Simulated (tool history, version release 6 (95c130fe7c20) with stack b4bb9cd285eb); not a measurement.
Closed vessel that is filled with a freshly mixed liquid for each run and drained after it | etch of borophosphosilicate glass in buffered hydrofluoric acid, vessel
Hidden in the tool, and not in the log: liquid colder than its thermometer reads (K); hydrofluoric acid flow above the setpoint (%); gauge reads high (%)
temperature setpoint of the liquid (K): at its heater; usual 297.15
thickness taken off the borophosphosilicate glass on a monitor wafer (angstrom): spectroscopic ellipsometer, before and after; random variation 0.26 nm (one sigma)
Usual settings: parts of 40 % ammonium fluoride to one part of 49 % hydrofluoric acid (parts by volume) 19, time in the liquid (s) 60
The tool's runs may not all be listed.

| run | hour | temperature setpoint of the liquid (K) | parts of 40 % ammonium fluoride to one part of 49 % hydrofluoric acid (parts by volume) | time in the liquid (s) | wafers since the last listed run | hours since the thermometer was replaced | hours since the hydrofluoric acid flow meter was replaced | hours since the gauge calibration | read-back film thickness of the borophosphosilicate glass reference wafer, read on the same gauge (nm) | thickness taken off the borophosphosilicate glass on a monitor wafer (angstrom) |
|---|---|---|---|---|---|---|---|---|---|---|
| 1 | 0 | 297.15 | 24 | 60 | 0 | 1480.1 | 546.5 | 153.5 | 129.98 | 440.5 |
|  | 51.4 | hydrofluoric acid flow meter replaced |
| 2 | 85.9 | 297.15 | 24 | 60 | 5655 | 1566 | 34.5 | 239.4 | 129.95 | 441.6 |
| 3 | 185.4 | 297.15 | 24 | 60 | 6628 | 1665.5 | 134 | 338.9 | 129.96 | 440.4 |
| 4 | 278.5 | 297.15 | 19 | 60 | 6201 | 1758.6 | 227.1 | 432 | 130.03 | 523.3 |
| 5 | 378.5 | 297.15 | 19 | 60 | 6661 | 1858.6 | 327.1 | 532 | 130.02 | 521.3 |
| 6 | 447.7 | 297.15 | 19 | 60 | 4609 | 1927.8 | 396.3 | 601.2 | 129.99 | 519.1 |
| 7 | 539.7 | 297.15 | 19 | 60 | 6128 | 2019.8 | 488.3 | 693.2 | 130.02 | 521.2 |
| 8 | 590.5 | 297.15 | 19 | 60 | 3383 | 2070.6 | 539.1 | 744 | 129.98 | 526.2 |
|  | 623.7 | hydrofluoric acid flow meter replaced |
| 9 | 662.3 | 297.15 | 19 | 60 | 4716 | 2142.4 | 38.6 | 815.8 | 130 | 519.5 |
| 10 | 760.6 | 297.15 | 19 | 60 | 6548 | 2240.7 | 136.9 | 914.1 | 130 | 522.5 |
| 11 | 857.9 | 297.15 | 19 | 60 | 6481 | 2338 | 234.2 | 1011.4 | 130.01 | 524.2 |
|  | 860.1 | thermometer replaced |
| 12 | 917.7 | 297.15 | 19 | 60 | 3916 | 57.6 | 294 | 1071.2 | 130.01 | 534.8 |
| 13 | 978.9 | 297.15 | 24 | 60 | 4076 | 118.8 | 355.2 | 1132.4 | 129.98 | 448.4 |
| 14 | 1031.1 | 301.15 | 22.5 | 50 | 3477 | 171 | 407.4 | 1184.6 | 130 | 482.3 |
| 15 | 1101.3 | 297.15 | 14.5 | 45 | 4676 | 241.2 | 477.6 | 1254.8 | 129.98 | 523.5 |
| 16 | 1201.1 | 302.15 | 19 | 60 | 6648 | 341 | 577.4 | 1354.6 | 130 | 697.6 |
|  | 1237 | hydrofluoric acid flow meter replaced |
| 17 | 1268.7 | 297.15 | 21 | 85 | 4436 | 408.6 | 31.7 | 1422.2 | 130.02 | 694 |
| 18 | 1323 | 297.15 | 19 | 60 | 3617 | 462.9 | 86 | 1476.5 | 130.02 | 535.7 |
| 19 | 1370 | 300.65 | 16.5 | 50 | 3130 | 509.9 | 133 | 1523.5 | 129.97 | 614.3 |
|  | 1390.1 | gauge calibrated |
| 20 | 1472 | 297.15 | 19 | 30 | 6794 | 611.9 | 235 | 81.9 | 130.02 | 266.7 |
| 21 | 1551.4 | 297.15 | 15 | 60 | 5289 | 691.3 | 314.4 | 161.3 | 130.01 | 675.6 |
| 22 | 1605.9 | 302.15 | 26 | 45 | 3630 | 745.8 | 368.9 | 215.8 | 129.95 | 412.8 |
| 23 | 1829.4 | 293.65 | 13.5 | 60 | 14888 | 969.3 | 592.4 | 439.3 | 129.99 | 616 |
| 24 | 1881.6 | 297.15 | 19 | 60 | 3477 | 1021.5 | 644.6 | 491.5 | 129.98 | 530.4 |

Forecast each of these 3 alternatives for the next run:
| A | 1882.3 | 297.15 | 19 | 60 | 46 | 1022.2 | 645.3 | 492.2 | ? | ? |
| B | 1882.3 | 297.15 | 21.5 | 95 | 46 | 1022.2 | 645.3 | 492.2 | ? | ? |
| C | 1882.3 | 293.65 | 15 | 45 | 46 | 1022.2 | 645.3 | 492.2 | ? | ? |

| run | read-back film thickness of the borophosphosilicate glass reference wafer, read on the same gauge (nm) | thickness taken off the borophosphosilicate glass on a monitor wafer (angstrom) |
|---|---|---|
| A | 130.03 | 523.1 |
| B | 130.03 | 748.9 |
| C | 130.03 | 409.2 |
Without the tool's hidden state the same runs would have given:
| run | thickness taken off the borophosphosilicate glass on a monitor wafer (angstrom) |
|---|---|
| A | 531.4 |
| B | 760.8 |
| C | 415.8 |
